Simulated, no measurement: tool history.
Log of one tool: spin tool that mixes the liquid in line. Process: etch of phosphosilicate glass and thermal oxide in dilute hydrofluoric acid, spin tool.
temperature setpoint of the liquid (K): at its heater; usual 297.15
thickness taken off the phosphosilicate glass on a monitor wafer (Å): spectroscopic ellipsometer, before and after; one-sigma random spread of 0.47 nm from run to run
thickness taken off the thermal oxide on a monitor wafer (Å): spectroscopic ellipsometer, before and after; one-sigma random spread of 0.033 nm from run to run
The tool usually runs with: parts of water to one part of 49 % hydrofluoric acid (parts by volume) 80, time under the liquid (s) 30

| run | day | temperature setpoint of the liquid (K) | parts of water to one part of 49 % hydrofluoric acid (parts by volume) | time under the liquid (s) | read-back film thickness of the phosphosilicate glass reference wafer, read on the same gauge (nm) | read-back film thickness of the thermal oxide reference wafer, read on the same gauge (nm) | thickness taken off the phosphosilicate glass on a monitor wafer (Å) | thickness taken off the thermal oxide on a monitor wafer (Å) |
|---|---|---|---|---|---|---|---|---|
| 1 | 0 | 299.65 | 80 | 30 | 149.97 | 129.985 | 562.9 | 21.78 |
| 2 | 1.354 | 297.15 | 80 | 30 | 150 | 129.994 | 511.2 | 20.36 |
| 3 | 2.708 | 297.15 | 80 | 30 | 149.98 | 129.981 | 505.2 | 19.99 |
| 4 | 3.975 | 297.15 | 80 | 30 | 150.01 | 130.009 | 506.5 | 20.16 |
| 5 | 4.892 | 297.15 | 80 | 30 | 150 | 129.978 | 506.6 | 19.46 |
| 6 | 5.896 | 299.65 | 40 | 40 | 150.02 | 129.98 | 1595.3 | 62.65 |
| 7 | 6.454 | 297.15 | 115 | 30 | 150.01 | 129.994 | 343.3 | 13.06 |
| 8 | 7.042 | 297.15 | 40 | 30 | 150 | 130.026 | 1066.8 | 42.13 |
| 9 | 7.85 | 293.15 | 80 | 30 | 150.04 | 129.994 | 438.2 | 17.27 |
| 10 | 10.525 | 301.65 | 110 | 30 | 150 | 130.009 | 425 | 16.76 |
| 11 | 11.896 | 297.15 | 50 | 40 | 149.99 | 129.999 | 1158.9 | 45.97 |
|  | 12.958 | hydrofluoric acid flow meter replaced |
| 12 | 13.154 | 297.15 | 80 | 30 | 149.99 | 129.993 | 518.8 | 20.25 |
| 13 | 14.196 | 295.65 | 80 | 15 | 150 | 130.009 | 243.7 | 9.62 |
| 14 | 14.762 | 297.15 | 80 | 30 | 150 | 129.995 | 521 | 20.81 |
|  | 15.042 | gauge calibrated |
| 15 | 18.496 | 297.15 | 80 | 30 | 150.01 | 129.984 | 530.3 | 20.64 |
| 16 | 19.171 | 295.15 | 65 | 45 | 149.98 | 130.004 | 908.2 | 34.99 |
| 17 | 20.354 | 297.15 | 100 | 30 | 150.02 | 129.998 | 409.8 | 16.2 |
| 18 | 21.246 | 297.15 | 45 | 30 | 149.98 | 129.989 | 996.1 | 37.97 |
| 19 | 22.338 | 297.15 | 80 | 30 | 150 | 130 | 519.7 | 20.2 |
| 20 | 23.254 | 297.15 | 80 | 20 | 150 | 129.986 | 356.2 | 13.52 |
| 21 | 23.846 | 301.15 | 80 | 30 | 150.02 | 129.999 | 623.9 | 24.16 |
| 22 | 24.546 | 297.15 | 100 | 40 | 150 | 130.004 | 546.9 | 21.84 |
| 23 | 25.254 | 297.15 | 80 | 30 | 150.01 | 130.006 | 523.8 | 20.22 |
| 24 | 26.392 | 297.15 | 100 | 15 | 149.99 | 129.998 | 208.9 | 8.1 |

Estimate the outcome of run 25 from the log above:
| 25 | 27.562 | 301.15 | 80 | 45 | ? | ? | ? | ? |

{"run 25": {"read-back film thickness of the phosphosilicate glass reference wafer, read on the same gauge (nm)": 150.01, "read-back film thickness of the thermal oxide reference wafer, read on the same gauge (nm)": 129.99, "thickness taken off the phosphosilicate glass on a monitor wafer (Å)": 937.5, "thickness taken off the thermal oxide on a monitor wafer (Å)": 36.2}}
Take away the tool's hidden state, keep the run-to-run variation as it was, and the same run would have given thickness taken off the phosphosilicate glass on a monitor wafer (Å) 892, thickness taken off the thermal oxide on a monitor wafer (Å) 34.44.

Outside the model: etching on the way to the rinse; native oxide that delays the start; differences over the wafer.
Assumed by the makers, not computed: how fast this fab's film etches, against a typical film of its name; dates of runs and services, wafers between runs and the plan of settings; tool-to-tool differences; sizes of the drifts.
